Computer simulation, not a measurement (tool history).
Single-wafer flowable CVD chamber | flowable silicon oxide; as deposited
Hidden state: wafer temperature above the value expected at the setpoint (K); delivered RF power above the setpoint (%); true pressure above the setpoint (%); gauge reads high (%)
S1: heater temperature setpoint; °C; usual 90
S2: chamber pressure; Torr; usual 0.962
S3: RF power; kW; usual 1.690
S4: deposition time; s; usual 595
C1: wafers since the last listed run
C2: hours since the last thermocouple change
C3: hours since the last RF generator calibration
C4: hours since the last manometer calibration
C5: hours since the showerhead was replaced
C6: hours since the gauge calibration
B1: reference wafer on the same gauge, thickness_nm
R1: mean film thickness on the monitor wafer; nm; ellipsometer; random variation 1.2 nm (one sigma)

run     day   S1     S2     S3   S4  C1      C2      C3      C4      C5     C6       B1       R1
  1   0.000   90  0.962  1.690  595   0  1456.5   923.7  2601.6  4981.1  187.7  537.954  688.073
  2   0.788   90  0.962  1.600  595  43  1475.4   942.6  2620.5  5000.0  206.6  538.333  680.733
  3   1.408   90  0.962  1.600  595  34  1490.3   957.5  2635.4  5014.9  221.5  538.545  682.887
  4   2.088   98  0.962  1.690  595  37  1506.6   973.8  2651.7  5031.2  237.8  537.692  537.521
  5   3.029   98  0.962  1.690  595  52  1529.2   996.4  2674.3  5053.8  260.4  537.837  538.947
  6   4.500   98  0.962  1.690  595  82  1564.5  1031.7  2709.6  5089.1  295.7  537.687  539.093
      5.021  -- thermocouple changed; heater temperature recalibrated
  7   5.175   90  0.962  1.690  595  19     3.7  1047.9  2725.8  5105.3  311.9  537.879  593.596
      5.742  -- RF generator calibrated
  8   6.062   90  0.962  1.690  595  30    25.0     7.7  2747.1  5126.6  333.2  537.610  595.481
  9   6.900   90  0.962  1.690  595  46    45.1    27.8  2767.2  5146.7  353.3  538.096  596.598
      7.662  -- capacitance manometer re-zeroed and calibrated
      7.708  -- showerhead replaced
 10   7.729   90  0.962  1.910  545  25    65.0    47.7     1.6     0.5  373.2  538.029  519.285
      8.633  -- gauge calibrated
 11   9.158   90  0.962  1.690  564  79    99.3    82.0    35.9    34.8   12.6  538.151  524.633
 12   9.983   80  1.091  1.945  646  46   119.1   101.8    55.7    54.6   32.4  537.355  947.910
 13  11.112  102  0.759  1.945  595  63   146.2   128.9    82.8    81.7   59.5  537.575  304.604
 14  12.325   90  0.962  1.690  595  67   175.3   158.0   111.9   110.8   88.6  538.215  561.139
 15  13.604   95  0.962  1.485  692  71   206.0   188.7   142.6   141.5  119.3  537.890  536.065

Run 16 comes next. What will it give?
 16  14.362  80  0.854  1.895  558  42  224.2  206.9  160.8  159.7  137.5   ?   ?

B1: 537.653
R1: 652.186 nm
Without the tool's hidden state the same run would have given R1 652.706 nm.
